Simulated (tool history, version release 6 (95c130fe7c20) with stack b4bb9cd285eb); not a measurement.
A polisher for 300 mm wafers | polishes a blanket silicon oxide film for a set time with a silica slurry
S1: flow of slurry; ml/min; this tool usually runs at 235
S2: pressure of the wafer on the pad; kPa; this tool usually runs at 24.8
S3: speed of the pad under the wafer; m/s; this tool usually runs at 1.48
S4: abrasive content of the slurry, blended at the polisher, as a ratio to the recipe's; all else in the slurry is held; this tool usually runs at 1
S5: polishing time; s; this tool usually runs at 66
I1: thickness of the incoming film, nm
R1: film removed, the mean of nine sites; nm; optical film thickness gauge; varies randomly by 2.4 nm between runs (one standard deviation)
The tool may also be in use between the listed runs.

| run | hour | S1 | S2 | S3 | S4 | S5 | I1 | R1 |
|---|---|---|---|---|---|---|---|---|
| 1 | 0 | 235 | 24.8 | 1.48 | 1 | 60 | 756.1 | 204.4 |
| 2 | 17.8 | 235 | 24.8 | 1.48 | 1 | 60 | 775.9 | 202.1 |
| 3 | 49.5 | 235 | 24.8 | 1.48 | 1 | 66 | 771.7 | 220.2 |
| 4 | 75.2 | 235 | 18.6 | 1.48 | 1 | 66 | 757.8 | 165.9 |
|  | 86.2 | slurry blender recalibrated |
|  | 103.6 | worn pad replaced by a new one |
| 5 | 104.1 | 235 | 18.6 | 1.48 | 1 | 66 | 755.2 | 166.1 |
| 6 | 120 | 235 | 24.8 | 1.48 | 1 | 66 | 766.3 | 214.7 |
| 7 | 138.1 | 235 | 24.8 | 1.48 | 1.1 | 48 | 763.6 | 162.1 |
| 8 | 242.1 | 235 | 24.8 | 1.48 | 1.1 | 66 | 773.4 | 222 |
|  | 258.8 | worn pad replaced by a new one |
| 9 | 259.3 | 235 | 24.8 | 1.48 | 1.1 | 66 | 783.6 | 221.4 |
| 10 | 274.2 | 235 | 24.8 | 1.48 | 1 | 66 | 757.8 | 214.3 |
| 11 | 299.2 | 300 | 24.8 | 1.48 | 1 | 66 | 770.6 | 218.1 |
|  | 306.3 | conditioning disc replaced and pad reconditioned |
|  | 308.1 | slurry nozzle cleaned |
| 12 | 320.1 | 235 | 24.8 | 1.48 | 1 | 66 | 764.1 | 233.1 |
|  | 392.5 | worn pad replaced by a new one |
| 13 | 395 | 235 | 29.6 | 1.48 | 1 | 57 | 752.9 | 224.2 |
| 14 | 407.6 | 235 | 21.4 | 1.48 | 1 | 84 | 766.1 | 245.3 |
| 15 | 422.7 | 255 | 24.8 | 1.92 | 1.3 | 66 | 769.9 | 291.3 |
|  | 445.8 | head pressure recalibrated |
| 16 | 458.5 | 315 | 24.8 | 1.48 | 1 | 76 | 762.3 | 257.5 |
| 17 | 477.4 | 235 | 15.9 | 1.2 | 1 | 66 | 761.3 | 126.2 |
| 18 | 490.5 | 300 | 24.8 | 1.62 | 0.85 | 55 | 758.8 | 183 |
| 19 | 503.9 | 235 | 24.8 | 1.48 | 1 | 66 | 781.4 | 216.6 |
|  | 517.2 | slurry blender recalibrated |
| 20 | 517.7 | 235 | 24.8 | 1.48 | 1 | 66 | 787.2 | 211.8 |
| 21 | 533.8 | 290 | 24.8 | 1.48 | 1 | 66 | 771 | 216.8 |
|  | 549.2 | worn pad replaced by a new one |
| 22 | 562.3 | 235 | 24.8 | 1.48 | 0.7 | 66 | 766.9 | 179.6 |
| 23 | 577.6 | 235 | 29 | 1.48 | 0.75 | 66 | 770 | 213.6 |
| 24 | 591.3 | 270 | 24.8 | 1.48 | 1 | 73 | 768.2 | 239.3 |
| 25 | 626.8 | 235 | 18.6 | 1.48 | 1 | 66 | 769.7 | 164.4 |

Difference, measured minus no-hidden-state, one row per run. Run-to-run variation is common to both terms; the gauge's own scatter need not be:
Hidden state at play: removal rate lost through wear of the pad, %; slurry flow missing at the pad, %; deviation of the head's pressure from its setpoint, %; abrasive missing from the slurry, %; time polished since the conditioner stopped cutting, s.
| run | R1 |
|---|---|
| 1 | -13.2 |
| 2 | -15 |
| 3 | -19.5 |
| 4 | -12.4 |
| 5 | -13.5 |
| 6 | -23.4 |
| 7 | -18.2 |
| 8 | -27.6 |
| 9 | -27.8 |
| 10 | -27.1 |
| 11 | -27.9 |
| 12 | -5.5 |
| 13 | -21 |
| 14 | -18.5 |
| 15 | -32.8 |
| 16 | -27.1 |
| 17 | -8 |
| 18 | -22.2 |
| 19 | -25.1 |
| 20 | -25.1 |
| 21 | -26.3 |
| 22 | -22.5 |
| 23 | -31.1 |
| 24 | -30.7 |
| 25 | -16.8 |

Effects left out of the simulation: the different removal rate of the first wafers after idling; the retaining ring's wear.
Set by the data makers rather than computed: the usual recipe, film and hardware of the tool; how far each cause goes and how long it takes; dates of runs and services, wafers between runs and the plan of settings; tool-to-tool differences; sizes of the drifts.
